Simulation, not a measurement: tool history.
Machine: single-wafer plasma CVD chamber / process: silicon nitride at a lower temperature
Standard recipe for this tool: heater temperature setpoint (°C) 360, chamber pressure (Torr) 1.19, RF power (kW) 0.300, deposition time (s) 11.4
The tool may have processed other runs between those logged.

run	hour	heater temperature setpoint (°C)	chamber pressure (Torr)	RF power (kW)	deposition time (s)	wafers since the last listed run	hours since the last thermocouple change	hours since the last RF generator calibration	hours since the last manometer calibration	hours since the showerhead was replaced	hours since the gauge calibration	read-back reference wafer on the same gauge, thickness_nm	mean film thickness on the monitor wafer (angstrom)
1	0.0	360	1.13	0.300	11.4	0	1909.9	1139.9	1594.1	3650.4	973.0	14.603	128.33
# hour 0.1: gauge calibrated
2	31.1	360	1.19	0.300	11.4	975	1941.0	1171.0	1625.2	3681.5	31.0	14.593	129.01
3	55.7	360	1.19	0.300	11.4	772	1965.6	1195.6	1649.8	3706.1	55.6	14.608	129.43
4	81.9	360	1.19	0.300	11.4	822	1991.8	1221.8	1676.0	3732.3	81.8	14.595	129.11
5	114.8	360	1.40	0.280	11.4	1032	2024.7	1254.7	1708.9	3765.2	114.7	14.600	126.34
6	132.3	360	1.19	0.265	13.0	549	2042.2	1272.2	1726.4	3782.7	132.2	14.604	135.64
# hour 161.6: RF generator calibrated
# hour 167.5: showerhead replaced
# hour 174.0: capacitance manometer re-zeroed and calibrated
7	174.5	360	1.19	0.300	11.4	685	2084.4	12.9	0.5	7.0	174.4	14.598	129.79
8	179.3	360	1.19	0.300	11.4	150	2089.2	17.7	5.3	11.8	179.2	14.587	129.75
# hour 191.6: thermocouple changed; heater temperature recalibrated
9	204.8	368	1.19	0.355	11.4	549	13.2	43.2	30.8	37.3	204.7	14.595	143.63
10	221.2	372	0.91	0.300	12.3	514	29.6	59.6	47.2	53.7	221.1	14.600	134.30
11	247.5	372	1.44	0.300	11.4	825	55.9	85.9	73.5	80.0	247.4	14.602	133.15
12	273.8	366	1.19	0.300	11.4	825	82.2	112.2	99.8	106.3	273.7	14.591	129.66
13	296.3	360	1.19	0.300	12.2	706	104.7	134.7	122.3	128.8	296.2	14.593	138.61
14	318.5	360	1.48	0.285	11.4	696	126.9	156.9	144.5	151.0	318.4	14.597	129.28
15	348.8	369	1.19	0.325	11.4	950	157.2	187.2	174.8	181.3	348.7	14.602	135.84
16	376.7	360	1.19	0.300	11.4	875	185.1	215.1	202.7	209.2	376.6	14.590	129.29
17	410.2	360	1.19	0.300	11.4	1051	218.6	248.6	236.2	242.7	410.1	14.595	129.30
18	446.5	371	1.32	0.270	10.7	1139	254.9	284.9	272.5	279.0	446.4	14.603	114.58
19	461.7	365	1.19	0.300	12.0	477	270.1	300.1	287.7	294.2	461.6	14.607	135.72
20	480.5	352	1.30	0.300	13.5	589	288.9	318.9	306.5	313.0	480.4	14.592	155.30
21	515.6	360	1.19	0.300	11.4	1101	324.0	354.0	341.6	348.1	515.5	14.597	129.42
22	539.9	356	1.33	0.300	11.4	762	348.3	378.3	365.9	372.4	539.8	14.599	131.29
23	559.6	347	1.19	0.335	11.4	618	368.0	398.0	385.6	392.1	559.5	14.603	139.39
24	591.7	375	1.19	0.300	11.4	1007	400.1	430.1	417.7	424.2	591.6	14.606	128.54
25	612.6	360	0.92	0.340	12.8	655	421.0	451.0	438.6	445.1	612.5	14.599	151.39
26	627.7	360	1.19	0.300	11.4	473	436.1	466.1	453.7	460.2	627.6	14.603	129.05
27	651.6	360	0.93	0.280	13.7	750	460.0	490.0	477.6	484.1	651.5	14.599	142.86
28	678.2	360	1.19	0.300	11.4	834	486.6	516.6	504.2	510.7	678.1	14.598	128.91

Each row is a separate what-if for the run after 28, all from the same tool condition, not one after another. Results?
A	678.6	360	1.19	0.300	11.4	12	487.0	517.0	504.6	511.1	678.5	?	?
B	678.6	364	1.40	0.300	11.4	12	487.0	517.0	504.6	511.1	678.5	?	?
C	678.6	360	1.19	0.350	11.4	12	487.0	517.0	504.6	511.1	678.5	?	?
D	678.6	360	1.19	0.325	11.4	12	487.0	517.0	504.6	511.1	678.5	?	?
E	678.6	360	1.27	0.285	10.4	12	487.0	517.0	504.6	511.1	678.5	?	?

run	read-back reference wafer on the same gauge, thickness_nm	mean film thickness on the monitor wafer (angstrom)
A	14.603	128.79
B	14.603	131.86
C	14.603	142.03
D	14.603	135.58
E	14.603	114.76
With no hidden state in the tool, these same runs would have given:
run	mean film thickness on the monitor wafer (angstrom)
A	129.77
B	132.85
C	142.97
D	136.55
E	115.63
